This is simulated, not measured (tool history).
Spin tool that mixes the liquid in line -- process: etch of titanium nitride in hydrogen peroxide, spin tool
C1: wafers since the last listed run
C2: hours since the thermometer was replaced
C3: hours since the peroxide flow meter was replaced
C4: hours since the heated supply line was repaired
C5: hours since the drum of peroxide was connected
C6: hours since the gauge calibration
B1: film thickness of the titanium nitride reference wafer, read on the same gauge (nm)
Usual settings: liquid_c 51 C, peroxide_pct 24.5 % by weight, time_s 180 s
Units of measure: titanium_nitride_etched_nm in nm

Run 1, hour 0: usual settings; C1 0; C2 1053.8; C3 43.7; C4 3821.6; C5 843.3; C6 434.7; B1 30.01. Result: titanium_nitride_etched_nm 8.46 nm.
At hour 2.4: heated supply line repaired.
Run 2, hour 7.3: usual settings; C1 57; C2 1061.1; C3 51; C4 4.9; C5 850.6; C6 442; B1 29.98. Result: titanium_nitride_etched_nm 8.47 nm.
Run 3, hour 19.3: usual settings; C1 109; C2 1073.1; C3 63; C4 16.9; C5 862.6; C6 454; B1 30.01. Result: titanium_nitride_etched_nm 8.5 nm.
Run 4, hour 27: usual settings but liquid_c 57 C; C1 70; C2 1080.8; C3 70.7; C4 24.6; C5 870.3; C6 461.7; B1 29.99. Result: titanium_nitride_etched_nm 12.89 nm.
Run 5, hour 34.9: usual settings but peroxide_pct 19 % by weight; C1 71; C2 1088.7; C3 78.6; C4 32.5; C5 878.2; C6 469.6; B1 30.01. Result: titanium_nitride_etched_nm 8.01 nm.
Run 6, hour 42.4: usual settings but liquid_c 45 C, peroxide_pct 30 % by weight, time_s 275 s; C1 68; C2 1096.2; C3 86.1; C4 40; C5 885.7; C6 477.1; B1 29.98. Result: titanium_nitride_etched_nm 8.78 nm.
Run 7, hour 55.7: usual settings; C1 121; C2 1109.5; C3 99.4; C4 53.3; C5 899; C6 490.4; B1 29.97. Result: titanium_nitride_etched_nm 8.51 nm.
At hour 61.7: new drum of peroxide connected.
At hour 70: thermometer replaced.
Run 8, hour 86: usual settings but liquid_c 45.5 C, peroxide_pct 17 % by weight; C1 257; C2 16; C3 129.7; C4 83.6; C5 24.3; C6 520.7; B1 30.01. Result: titanium_nitride_etched_nm 4.9 nm.
At hour 96.1: gauge calibrated.
Run 9, hour 96.5: usual settings but liquid_c 55 C, peroxide_pct 30 % by weight, time_s 275 s; C1 95; C2 26.5; C3 140.2; C4 94.1; C5 34.8; C6 0.4; B1 30.01. Result: titanium_nitride_etched_nm 16.74 nm.
Run 10, hour 110: usual settings but liquid_c 58.5 C, time_s 130 s; C1 122; C2 40; C3 153.7; C4 107.6; C5 48.3; C6 13.9; B1 29.98. Result: titanium_nitride_etched_nm 9.68 nm.
Run 11, hour 124.3: usual settings but liquid_c 41.5 C; C1 130; C2 54.3; C3 168; C4 121.9; C5 62.6; C6 28.2; B1 30.02. Result: titanium_nitride_etched_nm 3.93 nm.
Run 12, hour 130.6: usual settings but peroxide_pct 19.5 % by weight, time_s 130 s; C1 57; C2 60.6; C3 174.3; C4 128.2; C5 68.9; C6 34.5; B1 30.02. Result: titanium_nitride_etched_nm 5.44 nm.
Run 13, hour 147: usual settings; C1 149; C2 77; C3 190.7; C4 144.6; C5 85.3; C6 50.9; B1 29.98. Result: titanium_nitride_etched_nm 8 nm.
Run 14, hour 156.9: usual settings but liquid_c 42 C, peroxide_pct 20 % by weight; C1 90; C2 86.9; C3 200.6; C4 154.5; C5 95.2; C6 60.8; B1 29.97. Result: titanium_nitride_etched_nm 3.92 nm.
Run 15, hour 172.4: usual settings but liquid_c 59.5 C, peroxide_pct 21 % by weight, time_s 145 s; C1 141; C2 102.4; C3 216.1; C4 170; C5 110.7; C6 76.3; B1 30. Result: titanium_nitride_etched_nm 11.31 nm.
Run 16, hour 190.1: usual settings; C1 161; C2 120.1; C3 233.8; C4 187.7; C5 128.4; C6 94; B1 30.01. Result: titanium_nitride_etched_nm 7.95 nm.
Run 17, hour 197.2: usual settings but liquid_c 46.5 C; C1 64; C2 127.2; C3 240.9; C4 194.8; C5 135.5; C6 101.1; B1 30.03. Result: titanium_nitride_etched_nm 5.79 nm.
Run 18, hour 214.2: usual settings; C1 154; C2 144.2; C3 257.9; C4 211.8; C5 152.5; C6 118.1; B1 30. Result: titanium_nitride_etched_nm 7.96 nm.
Run 19, hour 231.6: usual settings but liquid_c 42 C, peroxide_pct 30 % by weight, time_s 75 s; C1 158; C2 161.6; C3 275.3; C4 229.2; C5 169.9; C6 135.5; B1 30.02. Result: titanium_nitride_etched_nm 1.79 nm.
Run 20, hour 248.2: usual settings but liquid_c 46 C, peroxide_pct 30 % by weight; C1 151; C2 178.2; C3 291.9; C4 245.8; C5 186.5; C6 152.1; B1 30. Result: titanium_nitride_etched_nm 5.85 nm.
Run 21, hour 259.9: usual settings but peroxide_pct 19.5 % by weight; C1 106; C2 189.9; C3 303.6; C4 257.5; C5 198.2; C6 163.8; B1 29.99. Result: titanium_nitride_etched_nm 7.64 nm.
Run 22, hour 266.2: usual settings; C1 57; C2 196.2; C3 309.9; C4 263.8; C5 204.5; C6 170.1; B1 29.98. Result: titanium_nitride_etched_nm 7.99 nm.
Run 23, hour 281.1: usual settings; C1 135; C2 211.1; C3 324.8; C4 278.7; C5 219.4; C6 185; B1 30.02. Result: titanium_nitride_etched_nm 7.96 nm.
Run 24, hour 298: usual settings but liquid_c 55.5 C, peroxide_pct 26.5 % by weight, time_s 290 s; C1 153; C2 228; C3 341.7; C4 295.6; C5 236.3; C6 201.9; B1 30.02. Result: titanium_nitride_etched_nm 18.11 nm.

Predict each of these 5 candidate next runs independently; none follows another, all start after run 24:
Run A, hour 298.5: usual settings; C1 4; C2 228.5; C3 342.2; C4 296.1; C5 236.8; C6 202.4; B1 ?. Result: titanium_nitride_etched_nm ?.
Run B, hour 298.5: usual settings but time_s 140 s; C1 4; C2 228.5; C3 342.2; C4 296.1; C5 236.8; C6 202.4; B1 ?. Result: titanium_nitride_etched_nm ?.
Run C, hour 298.5: usual settings but liquid_c 44 C; C1 4; C2 228.5; C3 342.2; C4 296.1; C5 236.8; C6 202.4; B1 ?. Result: titanium_nitride_etched_nm ?.
Run D, hour 298.5: usual settings but liquid_c 45 C; C1 4; C2 228.5; C3 342.2; C4 296.1; C5 236.8; C6 202.4; B1 ?. Result: titanium_nitride_etched_nm ?.
Run E, hour 298.5: usual settings but liquid_c 48.5 C; C1 4; C2 228.5; C3 342.2; C4 296.1; C5 236.8; C6 202.4; B1 ?. Result: titanium_nitride_etched_nm ?.

run     B1  titanium_nitride_etched_nm
  A  30.01                        8.04
  B  30.01                        6.25
  C  30.01                        4.81
  D  30.01                        5.19
  E  30.01                        6.71
What these runs would have given with no unlogged condition in the tool:
run  titanium_nitride_etched_nm
  A                         7.8
  B                        6.06
  C                        4.67
  D                        5.03
  E                        6.51
